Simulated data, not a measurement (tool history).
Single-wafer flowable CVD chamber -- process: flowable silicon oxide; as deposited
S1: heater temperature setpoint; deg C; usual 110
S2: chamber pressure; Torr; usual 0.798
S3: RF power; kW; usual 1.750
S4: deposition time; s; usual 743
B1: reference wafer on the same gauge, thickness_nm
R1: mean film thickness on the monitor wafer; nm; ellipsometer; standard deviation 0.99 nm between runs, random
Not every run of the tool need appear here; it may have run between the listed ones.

run	day	S1	S2	S3	S4	B1	R1
1	0.000	100	0.841	1.750	743	285.301	420.437
2	2.758	110	0.798	1.750	743	284.457	284.902
# day 3.225: gauge calibrated
3	5.733	121	0.647	1.750	743	285.064	166.359
4	19.000	121	0.647	1.750	743	285.249	165.887
5	20.750	110	0.798	1.750	743	285.087	284.399
# day 21.617: RF generator calibrated
6	24.154	110	0.798	1.750	743	285.441	288.426
7	27.729	110	0.798	1.750	743	285.140	288.451
8	31.354	117	0.798	1.750	743	285.365	231.882
# day 33.604: showerhead replaced, of another model than before
9	33.700	110	0.798	1.750	743	284.930	285.700
10	37.867	110	0.798	1.750	743	284.971	284.485
11	40.158	110	0.798	1.750	743	285.191	284.601
12	43.100	110	0.940	1.910	743	284.890	323.652
# day 44.283: thermocouple changed; heater temperature recalibrated
13	46.492	117	0.798	1.750	743	285.065	227.892
14	50.821	110	0.798	1.750	743	285.075	281.918
15	54.683	110	0.798	1.750	743	285.141	281.692
# day 55.125: capacitance manometer re-zeroed and calibrated
16	56.729	110	0.798	2.025	743	285.014	295.390
17	60.633	110	0.798	1.750	743	285.162	282.541
18	64.879	115	0.988	1.860	857	284.947	323.037
19	68.967	103	0.798	1.750	743	284.777	358.896
# day 69.608: gauge calibrated
# day 71.262: RF generator calibrated
20	77.904	125	0.798	1.750	604	285.142	147.989
21	80.129	110	0.798	1.750	743	284.748	286.694
22	82.100	110	0.670	1.750	743	285.116	258.308
23	84.188	117	0.689	1.750	743	285.198	210.829
24	90.892	110	0.700	1.750	822	284.865	291.901
25	104.092	110	0.798	1.750	836	285.015	320.217

Predict each of these 4 candidate next runs independently; none follows another, all start after run 25:
A	104.117	120	0.798	1.750	743	?	?
B	104.117	118	0.615	1.860	876	?	?
C	104.117	120	0.798	1.510	743	?	?
D	104.117	110	0.898	2.050	743	?	?

run	B1	R1
A	285.199	206.242
B	285.199	228.090
C	285.199	193.946
D	285.199	317.127
Without the tool's hidden state the same runs would have given:
run	R1
A	211.929
B	233.962
C	200.912
D	323.605

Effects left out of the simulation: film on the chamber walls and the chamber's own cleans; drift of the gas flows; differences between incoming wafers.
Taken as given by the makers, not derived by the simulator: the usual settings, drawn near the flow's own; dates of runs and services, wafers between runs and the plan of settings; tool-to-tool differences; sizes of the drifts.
